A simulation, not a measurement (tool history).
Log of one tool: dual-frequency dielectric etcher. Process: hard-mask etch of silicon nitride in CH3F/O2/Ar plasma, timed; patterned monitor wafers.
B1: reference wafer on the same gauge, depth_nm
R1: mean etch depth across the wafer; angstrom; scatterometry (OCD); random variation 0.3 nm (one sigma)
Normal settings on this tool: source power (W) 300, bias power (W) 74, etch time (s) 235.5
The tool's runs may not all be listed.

run 1 hour=0.0 | source_power_(W)=300 bias_power_(W)=62 etch_time_(s)=235.5 | B1=166.0 | R1=1393
run 2 hour=29.5 | source_power_(W)=300 bias_power_(W)=62 etch_time_(s)=235.5 | B1=166.0 | R1=1385
run 3 hour=71.5 | source_power_(W)=300 bias_power_(W)=62 etch_time_(s)=235.5 | B1=165.9 | R1=1381
run 4 hour=112.4 | source_power_(W)=300 bias_power_(W)=82 etch_time_(s)=235.5 | B1=166.0 | R1=1562
run 5 hour=159.6 | source_power_(W)=350 bias_power_(W)=74 etch_time_(s)=235.5 | B1=166.0 | R1=1586
run 6 hour=230.0 | source_power_(W)=350 bias_power_(W)=74 etch_time_(s)=235.5 | B1=166.0 | R1=1585
run 7 hour=274.5 | source_power_(W)=350 bias_power_(W)=74 etch_time_(s)=235.5 | B1=165.9 | R1=1578
run 8 hour=301.8 | source_power_(W)=300 bias_power_(W)=74 etch_time_(s)=235.5 | B1=166.0 | R1=1486
run 9 hour=365.7 | source_power_(W)=300 bias_power_(W)=74 etch_time_(s)=235.5 | B1=166.0 | R1=1481
run 10 hour=433.0 | source_power_(W)=300 bias_power_(W)=74 etch_time_(s)=235.5 | B1=165.9 | R1=1478
run 11 hour=460.5 | source_power_(W)=300 bias_power_(W)=74 etch_time_(s)=235.5 | B1=166.1 | R1=1475
-- hour=496.8 wet clean of the chamber
run 12 hour=497.3 | source_power_(W)=300 bias_power_(W)=74 etch_time_(s)=235.5 | B1=166.0 | R1=1517
run 13 hour=555.2 | source_power_(W)=300 bias_power_(W)=74 etch_time_(s)=235.5 | B1=166.0 | R1=1506
run 14 hour=593.1 | source_power_(W)=280 bias_power_(W)=91 etch_time_(s)=282.0 | B1=166.0 | R1=1924
run 15 hour=640.0 | source_power_(W)=380 bias_power_(W)=74 etch_time_(s)=235.5 | B1=166.0 | R1=1642
-- hour=689.1 gauge calibrated
run 16 hour=697.5 | source_power_(W)=230 bias_power_(W)=91 etch_time_(s)=235.5 | B1=166.1 | R1=1488
run 17 hour=752.2 | source_power_(W)=300 bias_power_(W)=74 etch_time_(s)=235.5 | B1=166.0 | R1=1498
run 18 hour=795.4 | source_power_(W)=340 bias_power_(W)=74 etch_time_(s)=179.5 | B1=166.0 | R1=1198
-- hour=802.8 source power generator calibrated
run 19 hour=844.4 | source_power_(W)=300 bias_power_(W)=74 etch_time_(s)=235.5 | B1=166.0 | R1=1485
-- hour=923.9 bias power generator calibrated
-- hour=974.3 upper electrode replaced
-- hour=1035.7 wet clean of the chamber
run 20 hour=1045.9 | source_power_(W)=300 bias_power_(W)=74 etch_time_(s)=235.5 | B1=166.1 | R1=1498
run 21 hour=1072.3 | source_power_(W)=270 bias_power_(W)=74 etch_time_(s)=210.0 | B1=166.0 | R1=1275
run 22 hour=1127.0 | source_power_(W)=300 bias_power_(W)=74 etch_time_(s)=178.5 | B1=165.9 | R1=1124

Run 23 comes next. What will it give?
run 23 hour=1187.0 | source_power_(W)=300 bias_power_(W)=88 etch_time_(s)=172.5 | B1=? | R1=?

{"run 23": {"B1": 166.0, "R1": 1173}}
Had the tool carried no hidden state, the very same run would have given R1 1174 angstrom.
